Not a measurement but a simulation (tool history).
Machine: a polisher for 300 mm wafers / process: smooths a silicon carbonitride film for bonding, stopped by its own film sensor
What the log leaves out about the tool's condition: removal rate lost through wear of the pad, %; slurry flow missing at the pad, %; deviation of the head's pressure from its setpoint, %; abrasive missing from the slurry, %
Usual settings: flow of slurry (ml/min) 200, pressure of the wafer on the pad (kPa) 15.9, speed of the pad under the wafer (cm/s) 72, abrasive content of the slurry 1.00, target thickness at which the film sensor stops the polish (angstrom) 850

| run | day | flow of slurry (ml/min) | pressure of the wafer on the pad (kPa) | speed of the pad under the wafer (cm/s) | abrasive content of the slurry | target thickness at which the film sensor stops the polish (angstrom) | wafers since the last listed run | wafers polished on this pad | hours since the slurry nozzle was cleaned | hours since the head pressure was calibrated | hours since the slurry blender was calibrated | incoming thickness of the incoming film, nm | time until the film sensor stopped the polish (s) |
|---|---|---|---|---|---|---|---|---|---|---|---|---|---|
| 1 | 0.000 | 200 | 15.9 | 72 | 1.20 | 870 | 0 | 86 | 720.3 | 201.2 | 113.8 | 99.5 | 46.9 |
|  | 0.233 | slurry blender recalibrated |
| 2 | 0.508 | 200 | 15.9 | 72 | 1.20 | 870 | 59 | 146 | 732.5 | 213.4 | 6.6 | 98.4 | 46.2 |
| 3 | 0.938 | 200 | 15.9 | 72 | 1.20 | 870 | 60 | 206 | 742.8 | 223.7 | 16.9 | 101.6 | 59.1 |
| 4 | 1.446 | 170 | 15.9 | 72 | 1.00 | 850 | 71 | 277 | 755.0 | 235.9 | 29.1 | 99.9 | 65.4 |
| 5 | 1.946 | 200 | 15.9 | 72 | 1.00 | 850 | 69 | 347 | 767.0 | 247.9 | 41.1 | 101.5 | 75.5 |
| 6 | 2.450 | 200 | 15.9 | 72 | 1.00 | 850 | 70 | 417 | 779.1 | 260.0 | 53.2 | 100.9 | 71.4 |
| 7 | 3.142 | 200 | 15.9 | 72 | 1.00 | 850 | 96 | 514 | 795.7 | 276.6 | 69.8 | 98.4 | 61.1 |
| 8 | 3.404 | 200 | 15.9 | 72 | 1.10 | 850 | 36 | 551 | 802.0 | 282.9 | 76.1 | 100.7 | 69.8 |
|  | 3.654 | worn pad replaced by a new one |
| 9 | 3.679 | 200 | 15.9 | 72 | 1.00 | 850 | 15 | 3 | 808.6 | 289.5 | 82.7 | 100.7 | 62.2 |
|  | 3.788 | slurry nozzle cleaned |
| 10 | 4.258 | 225 | 15.9 | 72 | 1.00 | 850 | 75 | 78 | 11.3 | 303.4 | 96.6 | 99.5 | 59.7 |
| 11 | 4.546 | 200 | 15.9 | 72 | 1.00 | 850 | 40 | 118 | 18.2 | 310.3 | 103.5 | 98.2 | 56.6 |
| 12 | 4.867 | 200 | 14.5 | 82 | 1.15 | 880 | 44 | 163 | 25.9 | 318.0 | 111.2 | 99.7 | 46.4 |
|  | 5.308 | slurry blender recalibrated |
| 13 | 5.450 | 200 | 15.9 | 72 | 1.00 | 850 | 69 | 233 | 39.9 | 332.0 | 3.4 | 101.3 | 71.2 |
|  | 5.950 | head pressure recalibrated |
| 14 | 6.029 | 200 | 15.9 | 94 | 1.00 | 820 | 69 | 303 | 53.8 | 1.9 | 17.3 | 99.8 | 64.5 |
| 15 | 6.475 | 165 | 11.7 | 72 | 1.00 | 850 | 62 | 365 | 64.5 | 12.6 | 28.0 | 99.9 | 95.2 |
| 16 | 6.775 | 200 | 15.9 | 48 | 1.00 | 850 | 41 | 407 | 71.7 | 19.8 | 35.2 | 99.6 | 89.9 |
|  | 7.342 | worn pad replaced by a new one |
| 17 | 7.396 | 200 | 15.9 | 72 | 0.75 | 850 | 63 | 7 | 86.6 | 34.7 | 50.1 | 99.6 | 69.8 |
| 18 | 8.100 | 200 | 15.9 | 72 | 0.90 | 800 | 98 | 106 | 103.5 | 51.6 | 67.0 | 101.2 | 93.9 |
| 19 | 8.617 | 200 | 15.9 | 72 | 1.25 | 850 | 72 | 178 | 115.9 | 64.0 | 79.4 | 101.7 | 68.4 |
| 20 | 8.958 | 270 | 15.9 | 72 | 1.00 | 850 | 47 | 226 | 124.1 | 72.2 | 87.6 | 99.3 | 62.9 |
| 21 | 9.212 | 255 | 15.9 | 72 | 1.00 | 890 | 35 | 261 | 130.2 | 78.3 | 93.7 | 100.1 | 49.7 |

Consider 3 possible next runs. They are alternatives, not a sequence: every one starts from the tool as it was left by run 21. What does each give?
| A | 9.233 | 200 | 15.9 | 72 | 1.00 | 850 | 2 | 264 | 130.7 | 78.8 | 94.2 | 101.1 | ? |
| B | 9.233 | 200 | 15.9 | 48 | 1.00 | 870 | 2 | 264 | 130.7 | 78.8 | 94.2 | 101.1 | ? |
| C | 9.233 | 200 | 13.8 | 64 | 1.00 | 830 | 2 | 264 | 130.7 | 78.8 | 94.2 | 101.1 | ? |

| run | time until the film sensor stopped the polish (s) |
|---|---|
| A | 74.0 |
| B | 89.6 |
| C | 105.1 |
With the hidden condition removed and each run's random variation left untouched, the same runs would have given:
| run | time until the film sensor stopped the polish (s) |
|---|---|
| A | 64.9 |
| B | 78.6 |
| C | 92.2 |

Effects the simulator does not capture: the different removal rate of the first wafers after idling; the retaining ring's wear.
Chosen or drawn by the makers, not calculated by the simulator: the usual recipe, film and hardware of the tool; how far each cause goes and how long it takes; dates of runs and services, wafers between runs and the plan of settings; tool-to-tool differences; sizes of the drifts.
